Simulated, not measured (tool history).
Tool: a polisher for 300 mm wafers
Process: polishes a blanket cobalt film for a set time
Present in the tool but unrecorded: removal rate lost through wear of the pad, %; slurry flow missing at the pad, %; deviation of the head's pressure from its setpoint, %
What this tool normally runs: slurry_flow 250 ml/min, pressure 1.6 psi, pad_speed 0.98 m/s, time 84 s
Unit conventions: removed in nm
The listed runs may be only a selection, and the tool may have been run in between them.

run    hour  slurry_flow  pressure  pad_speed  time  wafers since the last listed run  wafers polished on this pad  hours since the slurry nozzle was cleaned  hours since the head pressure was calibrated  incoming thickness of the incoming film, nm  removed
  1     0.0          320       1.6       1.22    84                                 0                         1720                                      524.3                                         969.5                                        995.7    403.1
  2    47.8          250       1.6       0.98    95                               531                         2252                                      572.1                                        1017.3                                       1003.8    378.6
      132.5  -- slurry nozzle cleaned
      152.9  -- head pressure recalibrated
  3   153.4          250       1.6       0.98    95                              1141                         3393                                       20.9                                           0.5                                        995.6    381.6
  4   204.4          250       1.6       0.98    84                               567                         3961                                       71.9                                          51.5                                        989.1    334.8
  5   253.4          200       1.6       0.98    84                               545                         4506                                      120.9                                         100.5                                        970.0    323.8
      301.0  -- worn pad replaced by a new one
  6   348.2          200       1.6       0.98    84                              1010                          525                                      215.7                                         195.3                                        994.3    338.1
  7   386.8          250       1.6       0.98    84                               429                          955                                      254.3                                         233.9                                        995.0    342.3
  8   574.0          250       1.6       0.98    84                              2082                         3037                                      441.5                                         421.1                                       1001.8    335.7
  9   636.1          250       1.6       0.98    84                               690                         3728                                      503.6                                         483.2                                        978.5    338.1
      673.2  -- worn pad replaced by a new one
 10   674.8          250       1.6       0.98    84                               386                           17                                      542.3                                         521.9                                        981.4    357.1
      709.3  -- slurry nozzle cleaned
 11   743.6          250       1.6       0.98    84                               754                          771                                       34.3                                         590.7                                        997.6    346.2
 12   831.3          250       1.6       0.98    84                               975                         1747                                      122.0                                         678.4                                        990.7    340.6
 13   896.4          180       1.6       0.98    78                               724                         2471                                      187.1                                         743.5                                        987.1    298.2
 14   978.8          160       1.9       0.72   105                               916                         3388                                      269.5                                         825.9                                        999.7    386.1
 15  1030.4          250       1.9       0.98    84                               574                         3962                                      321.1                                         877.5                                        983.9    393.2
 16  1071.4          200       1.1       0.98    84                               456                         4418                                      362.1                                         918.5                                       1000.2    221.4
 17  1139.9          250       1.1       0.98    84                               762                         5180                                      430.6                                         987.0                                        970.3    225.9
     1144.4  -- worn pad replaced by a new one
 18  1235.8          220       1.6       0.98    84                              1022                         1017                                      526.5                                        1082.9                                        984.2    339.6
 19  1337.1          250       1.0       1.26    84                              1126                         2144                                      627.8                                        1184.2                                        987.5    246.6
     1357.7  -- slurry nozzle cleaned
     1453.5  -- head pressure recalibrated
     1561.8  -- worn pad replaced by a new one
 20  1640.7          210       1.4       1.28    84                              3299                          877                                      283.0                                         187.2                                        982.4    345.6
 21  1687.8          275       1.1       0.80    65                               523                         1401                                      330.1                                         234.3                                        990.2    163.6
 22  1733.2          210       1.4       1.28    84                               505                         1907                                      375.5                                         279.7                                        973.9    339.1
 23  1839.9          175       1.6       0.84    84                              1187                         3094                                      482.2                                         386.4                                       1001.6    291.7
 24  1947.4          250       1.6       0.98    84                              1195                         4290                                      589.7                                         493.9                                        984.4    337.1
 25  1991.2          250       1.1       0.86    84                               487                         4777                                      633.5                                         537.7                                        976.8    213.6
     2012.4  -- worn pad replaced by a new one
     2022.7  -- slurry nozzle cleaned
 26  2064.9          250       1.6       0.84    84                               764                          572                                       42.2                                         611.4                                        978.1    317.0

Measured minus without-hidden-state, run by run (identical run-to-run variation in each term; gauge scatter may differ):
run  removed
  1    -18.2
  2    -19.5
  3    -22.8
  4    -20.8
  5    -20.6
  6     -7.8
  7    -11.8
  8    -20.4
  9    -21.7
 10     -1.9
 11    -10.3
 12    -16.3
 13    -16.7
 14    -23.9
 15    -25.2
 16    -14.5
 17    -15.1
 18    -12.4
 19    -13.4
 20    -10.7
 21     -6.8
 22    -16.6
 23    -17.3
 24    -21.6
 25    -13.9
 26     -6.5
